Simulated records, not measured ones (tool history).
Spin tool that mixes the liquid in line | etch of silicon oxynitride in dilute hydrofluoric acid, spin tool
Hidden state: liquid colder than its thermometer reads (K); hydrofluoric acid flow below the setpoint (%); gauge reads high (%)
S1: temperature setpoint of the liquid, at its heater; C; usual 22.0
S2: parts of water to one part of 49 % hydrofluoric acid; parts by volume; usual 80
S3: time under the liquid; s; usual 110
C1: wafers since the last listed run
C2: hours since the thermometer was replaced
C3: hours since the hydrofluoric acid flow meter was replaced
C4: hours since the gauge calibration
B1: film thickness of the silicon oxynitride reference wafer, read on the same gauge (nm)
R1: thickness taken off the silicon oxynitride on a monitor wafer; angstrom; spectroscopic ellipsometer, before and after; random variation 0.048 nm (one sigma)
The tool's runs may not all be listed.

run 1 hour=0.0 | S1=22.0 S2=55 S3=110 | C1=0 C2=2145.9 C3=1383.2 C4=279.6 | B1=80.006 | R1=66.21
run 2 hour=34.1 | S1=22.0 S2=80 S3=110 | C1=410 C2=2180.0 C3=1417.3 C4=313.7 | B1=79.984 | R1=43.76
run 3 hour=76.7 | S1=22.0 S2=80 S3=110 | C1=512 C2=2222.6 C3=1459.9 C4=356.3 | B1=80.007 | R1=44.22
run 4 hour=124.7 | S1=22.0 S2=80 S3=110 | C1=577 C2=2270.6 C3=1507.9 C4=404.3 | B1=79.999 | R1=44.10
run 5 hour=185.1 | S1=22.0 S2=70 S3=110 | C1=727 C2=2331.0 C3=1568.3 C4=464.7 | B1=80.019 | R1=51.68
run 6 hour=217.4 | S1=22.0 S2=70 S3=110 | C1=388 C2=2363.3 C3=1600.6 C4=497.0 | B1=79.982 | R1=51.35
-- hour=282.5 hydrofluoric acid flow meter replaced
run 7 hour=313.6 | S1=22.0 S2=70 S3=110 | C1=1145 C2=2459.5 C3=31.1 C4=593.2 | B1=79.999 | R1=50.58
run 8 hour=339.9 | S1=22.0 S2=80 S3=110 | C1=316 C2=2485.8 C3=57.4 C4=619.5 | B1=79.963 | R1=44.74
run 9 hour=382.5 | S1=22.0 S2=80 S3=110 | C1=512 C2=2528.4 C3=100.0 C4=662.1 | B1=79.993 | R1=43.79
run 10 hour=416.4 | S1=22.0 S2=80 S3=110 | C1=408 C2=2562.3 C3=133.9 C4=696.0 | B1=80.018 | R1=44.06
-- hour=427.8 gauge calibrated
run 11 hour=475.3 | S1=20.0 S2=95 S3=135 | C1=709 C2=2621.2 C3=192.8 C4=47.5 | B1=79.992 | R1=40.69
-- hour=480.0 thermometer replaced
run 12 hour=546.9 | S1=26.0 S2=105 S3=130 | C1=849 C2=66.9 C3=264.4 C4=119.1 | B1=79.997 | R1=45.26
run 13 hour=594.2 | S1=22.0 S2=80 S3=150 | C1=569 C2=114.2 C3=311.7 C4=166.4 | B1=79.992 | R1=56.83
run 14 hour=623.3 | S1=23.5 S2=60 S3=130 | C1=350 C2=143.3 C3=340.8 C4=195.5 | B1=80.017 | R1=71.59
-- hour=632.5 thermometer replaced, repeated, since the last time left the tool worse
run 15 hour=671.9 | S1=22.0 S2=65 S3=70 | C1=572 C2=39.4 C3=389.4 C4=244.1 | B1=80.025 | R1=38.80
run 16 hour=734.5 | S1=23.5 S2=60 S3=130 | C1=753 C2=102.0 C3=452.0 C4=306.7 | B1=79.996 | R1=84.37

4 ways to go on from here, each from the tool as it stands after run 16. What would each give?
run A hour=734.9 | S1=22.0 S2=80 S3=155 | C1=4 C2=102.4 C3=452.4 C4=307.1 | B1=? | R1=?
run B hour=734.9 | S1=19.5 S2=65 S3=160 | C1=4 C2=102.4 C3=452.4 C4=307.1 | B1=? | R1=?
run C hour=734.9 | S1=22.0 S2=120 S3=110 | C1=4 C2=102.4 C3=452.4 C4=307.1 | B1=? | R1=?
run D hour=734.9 | S1=25.0 S2=80 S3=110 | C1=4 C2=102.4 C3=452.4 C4=307.1 | B1=? | R1=?

run=A B1=79.995 R1=69.12
run=B B1=79.995 R1=78.49
run=C B1=79.995 R1=31.71
run=D B1=79.995 R1=56.67
Without the tool's hidden state the same runs would have given:
run=A R1=69.49
run=B R1=78.92
run=C R1=31.87
run=D R1=56.96

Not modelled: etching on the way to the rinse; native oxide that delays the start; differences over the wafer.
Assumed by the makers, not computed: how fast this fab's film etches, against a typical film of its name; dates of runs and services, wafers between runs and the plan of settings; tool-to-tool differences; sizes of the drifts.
